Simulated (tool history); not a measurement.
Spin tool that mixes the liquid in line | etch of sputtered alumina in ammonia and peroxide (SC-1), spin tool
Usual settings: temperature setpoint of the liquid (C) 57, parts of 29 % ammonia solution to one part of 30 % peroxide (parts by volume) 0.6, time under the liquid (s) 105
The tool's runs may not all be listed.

run    hour  temperature setpoint of the liquid (C)  parts of 29 % ammonia solution to one part of 30 % peroxide (parts by volume)  time under the liquid (s)  wafers since the last listed run  hours since the thermometer was replaced  hours since the ammonia flow meter was replaced  hours since the heated supply line was repaired  hours since the drum of ammonia solution was connected  hours since the gauge calibration  read-back film thickness of the sputtered alumina reference wafer, read on the same gauge (nm)  thickness taken off the sputtered alumina on a monitor wafer (angstrom)
  1       0                                      57                                                                            0.6                        105                                 0                                    3252.4                                             16.7                                           1025.1                                                    47.7                             1766.9                                                                                          140.02                                                                     88.3
  2    39.9                                      64                                                                            0.6                        105                               336                                    3292.3                                             56.6                                             1065                                                    87.6                             1806.8                                                                                             140                                                                    126.4
  3   102.4                                      49                                                                           0.85                         55                               527                                    3354.8                                            119.1                                           1127.5                                                   150.1                             1869.3                                                                                          140.01                                                                     30.7
  4     156                                      57                                                                            0.7                         50                               452                                    3408.4                                            172.7                                           1181.1                                                   203.7                             1922.9                                                                                          139.98                                                                     42.6
      157.5  -- thermometer replaced
  5   212.3                                      57                                                                           0.45                        165                               466                                      54.8                                              229                                           1237.4                                                     260                             1979.2                                                                                          140.05                                                                    132.9
  6   240.3                                      57                                                                            0.6                        155                               236                                      82.8                                              257                                           1265.4                                                     288                             2007.2                                                                                          139.97                                                                    126.5
  7   268.1                                    50.5                                                                            0.6                         60                               234                                     110.6                                            284.8                                           1293.2                                                   315.8                               2035                                                                                          140.01                                                                     34.4
  8   316.2                                      47                                                                            0.8                        145                               406                                     158.7                                            332.9                                           1341.3                                                   363.9                             2083.1                                                                                          140.01                                                                     71.4
      318.3  -- heated supply line repaired
  9   378.6                                      57                                                                            0.4                        105                               518                                     221.1                                            395.3                                             60.3                                                   426.3                             2145.5                                                                                          139.97                                                                       93
 10   403.6                                      57                                                                            0.6                        105                               211                                     246.1                                            420.3                                             85.3                                                   451.3                             2170.5                                                                                          140.02                                                                     94.8
 11   433.6                                    59.5                                                                            0.6                        105                               253                                     276.1                                            450.3                                            115.3                                                   481.3                             2200.5                                                                                             140                                                                      109
 12     482                                    50.5                                                                            0.7                        105                               408                                     324.5                                            498.7                                            163.7                                                   529.7                             2248.9                                                                                          139.98                                                                     68.9
 13   515.7                                      57                                                                            0.6                        105                               284                                     358.2                                            532.4                                            197.4                                                   563.4                             2282.6                                                                                          139.98                                                                     94.8
      571.1  -- new drum of ammonia solution connected
 14   574.6                                      65                                                                            0.6                        105                               488                                     417.1                                            591.3                                            256.3                                                     3.5                             2341.5                                                                                          140.04                                                                    144.8
      578.5  -- gauge calibrated
 15   630.6                                      57                                                                            0.6                        105                               472                                     473.1                                            647.3                                            312.3                                                    59.5                               52.1                                                                                          140.04                                                                     93.9
 16   664.1                                    63.5                                                                            0.6                         60                               282                                     506.6                                            680.8                                            345.8                                                      93                               85.6                                                                                          140.04                                                                     74.8
 17   727.2                                      57                                                                            0.6                         50                               532                                     569.7                                            743.9                                            408.9                                                   156.1                              148.7                                                                                          139.99                                                                     44.4
 18   773.2                                      61                                                                            0.7                        135                               388                                     615.7                                            789.9                                            454.9                                                   202.1                              194.7                                                                                          139.99                                                                    147.7
 19   839.9                                      52                                                                           0.85                        105                               563                                     682.4                                            856.6                                            521.6                                                   268.8                              261.4                                                                                          140.01                                                                     72.1
 20   866.7                                      60                                                                           0.35                         65                               226                                     709.2                                            883.4                                            548.4                                                   295.6                              288.2                                                                                          140.03                                                                     63.1
 21   937.2                                    48.5                                                                            0.7                        160                               595                                     779.7                                            953.9                                            618.9                                                   366.1                              358.7                                                                                             140                                                                     88.1
 22  1003.2                                      57                                                                            0.6                        105                               557                                     845.7                                           1019.9                                            684.9                                                   432.1                              424.7                                                                                          139.99                                                                     89.6
     1098.5  -- new drum of ammonia solution connected
 23  1104.9                                    63.5                                                                           0.85                         60                               850                                     947.4                                           1121.6                                            786.6                                                     6.4                              526.4                                                                                          139.98                                                                     74.4

The same runs without the tool's hidden state, with the same run-to-run variation:
The hidden state here: liquid colder than its thermometer reads (K); ammonia flow above the setpoint (%); temperature lost on the way to the wafer (K); ammonia solution weaker than its label (%); gauge reads high (%).
run  thickness taken off the sputtered alumina on a monitor wafer (angstrom)
  1                                                                     96.7
  2                                                                    138.3
  3                                                                     34.2
  4                                                                     47.2
  5                                                                    148.2
  6                                                                    141.4
  7                                                                     38.8
  8                                                                     81.1
  9                                                                     93.8
 10                                                                     95.9
 11                                                                    110.5
 12                                                                     70.2
 13                                                                     96.7
 14                                                                    148.4
 15                                                                     96.8
 16                                                                     77.2
 17                                                                     46.1
 18                                                                      154
 19                                                                     75.7
 20                                                                     66.3
 21                                                                     93.5
 22                                                                     95.3
 23                                                                     79.6
